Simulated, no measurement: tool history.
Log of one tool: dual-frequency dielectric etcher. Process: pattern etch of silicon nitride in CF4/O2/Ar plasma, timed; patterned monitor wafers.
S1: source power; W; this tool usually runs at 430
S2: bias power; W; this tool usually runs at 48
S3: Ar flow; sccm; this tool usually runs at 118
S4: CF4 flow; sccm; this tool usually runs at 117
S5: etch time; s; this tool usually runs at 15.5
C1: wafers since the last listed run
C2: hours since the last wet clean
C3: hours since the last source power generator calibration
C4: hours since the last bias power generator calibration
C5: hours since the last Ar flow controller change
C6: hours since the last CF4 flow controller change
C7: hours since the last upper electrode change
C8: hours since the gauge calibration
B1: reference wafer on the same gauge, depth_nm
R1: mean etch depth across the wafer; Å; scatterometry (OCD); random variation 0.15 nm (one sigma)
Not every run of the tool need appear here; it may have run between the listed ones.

Run 1, hour 0.0: usual settings; C1 0; C2 310.8; C3 2916.8; C4 4434.2; C5 3963.5; C6 5101.3; C7 4701.1; C8 146.0; B1 21.50. Result: R1 234.3 Å.
Run 2, hour 24.2: usual settings; C1 463; C2 335.0; C3 2941.0; C4 4458.4; C5 3987.7; C6 5125.5; C7 4725.3; C8 170.2; B1 21.53. Result: R1 234.4 Å.
Run 3, hour 38.7: usual settings; C1 277; C2 349.5; C3 2955.5; C4 4472.9; C5 4002.2; C6 5140.0; C7 4739.8; C8 184.7; B1 21.46. Result: R1 232.4 Å.
Run 4, hour 65.7: usual settings; C1 517; C2 376.5; C3 2982.5; C4 4499.9; C5 4029.2; C6 5167.0; C7 4766.8; C8 211.7; B1 21.54. Result: R1 236.7 Å.
Run 5, hour 91.1: usual settings; C1 486; C2 401.9; C3 3007.9; C4 4525.3; C5 4054.6; C6 5192.4; C7 4792.2; C8 237.1; B1 21.54. Result: R1 232.5 Å.
Run 6, hour 104.0: usual settings; C1 247; C2 414.8; C3 3020.8; C4 4538.2; C5 4067.5; C6 5205.3; C7 4805.1; C8 250.0; B1 21.48. Result: R1 232.9 Å.
At hour 108.5: gauge calibrated.
At hour 129.0: Ar flow controller replaced.
At hour 138.4: upper electrode replaced.
Run 7, hour 139.2: usual settings but S2 55 W, S3 105 sccm; C1 379; C2 450.0; C3 3056.0; C4 4573.4; C5 10.2; C6 5240.5; C7 0.8; C8 30.7; B1 21.51. Result: R1 246.4 Å.
At hour 161.3: CF4 flow controller replaced.
Run 8, hour 162.9: usual settings but S1 400 W, S2 52 W, S3 144 sccm, S4 88 sccm; C1 339; C2 473.7; C3 3079.7; C4 4597.1; C5 33.9; C6 1.6; C7 24.5; C8 54.4; B1 21.45. Result: R1 214.6 Å.
Run 9, hour 186.8: usual settings; C1 458; C2 497.6; C3 3103.6; C4 4621.0; C5 57.8; C6 25.5; C7 48.4; C8 78.3; B1 21.48. Result: R1 233.8 Å.
At hour 211.3: bias power generator calibrated.
At hour 222.2: wet clean of the chamber.
Run 10, hour 222.7: usual settings but S2 36 W, S3 141 sccm; C1 402; C2 0.5; C3 3139.5; C4 11.4; C5 93.7; C6 61.4; C7 84.3; C8 114.2; B1 21.47. Result: R1 218.0 Å.
At hour 228.3: source power generator calibrated.
Run 11, hour 311.9: usual settings but S2 41 W, S4 101 sccm, S5 19.0 s; C1 1632; C2 89.7; C3 83.6; C4 100.6; C5 182.9; C6 150.6; C7 173.5; C8 203.4; B1 21.47. Result: R1 277.9 Å.
Run 12, hour 332.1: usual settings but S4 95 sccm; C1 387; C2 109.9; C3 103.8; C4 120.8; C5 203.1; C6 170.8; C7 193.7; C8 223.6; B1 21.50. Result: R1 238.5 Å.
Run 13, hour 344.2: usual settings but S1 380 W, S2 52 W, S3 133 sccm, S4 105 sccm; C1 231; C2 122.0; C3 115.9; C4 132.9; C5 215.2; C6 182.9; C7 205.8; C8 235.7; B1 21.45. Result: R1 214.5 Å.
Run 14, hour 357.6: usual settings but S3 146 sccm, S4 140 sccm, S5 13.5 s; C1 256; C2 135.4; C3 129.3; C4 146.3; C5 228.6; C6 196.3; C7 219.2; C8 249.1; B1 21.46. Result: R1 208.2 Å.

Here are 5 independent what-if runs from the current tool condition. What would each one return?
Run A, hour 358.0: usual settings but S5 20.0 s; C1 7; C2 135.8; C3 129.7; C4 146.7; C5 229.0; C6 196.7; C7 219.6; C8 249.5; B1 ?. Result: R1 ?.
Run B, hour 358.0: usual settings but S3 101 sccm; C1 7; C2 135.8; C3 129.7; C4 146.7; C5 229.0; C6 196.7; C7 219.6; C8 249.5; B1 ?. Result: R1 ?.
Run C, hour 358.0: usual settings but S4 102 sccm; C1 7; C2 135.8; C3 129.7; C4 146.7; C5 229.0; C6 196.7; C7 219.6; C8 249.5; B1 ?. Result: R1 ?.
Run D, hour 358.0: usual settings but S1 320 W, S2 38 W, S3 103 sccm, S4 94 sccm; C1 7; C2 135.8; C3 129.7; C4 146.7; C5 229.0; C6 196.7; C7 219.6; C8 249.5; B1 ?. Result: R1 ?.
Run E, hour 358.0: usual settings but S2 39 W, S4 96 sccm; C1 7; C2 135.8; C3 129.7; C4 146.7; C5 229.0; C6 196.7; C7 219.6; C8 249.5; B1 ?. Result: R1 ?.

run     B1     R1
  A  21.47  308.8
  B  21.47  243.9
  C  21.47  236.4
  D  21.47  165.7
  E  21.47  220.8
Without the tool's unlogged condition, the same runs would have read:
run     R1
  A  308.9
  B  243.9
  C  236.4
  D  165.7
  E  220.9
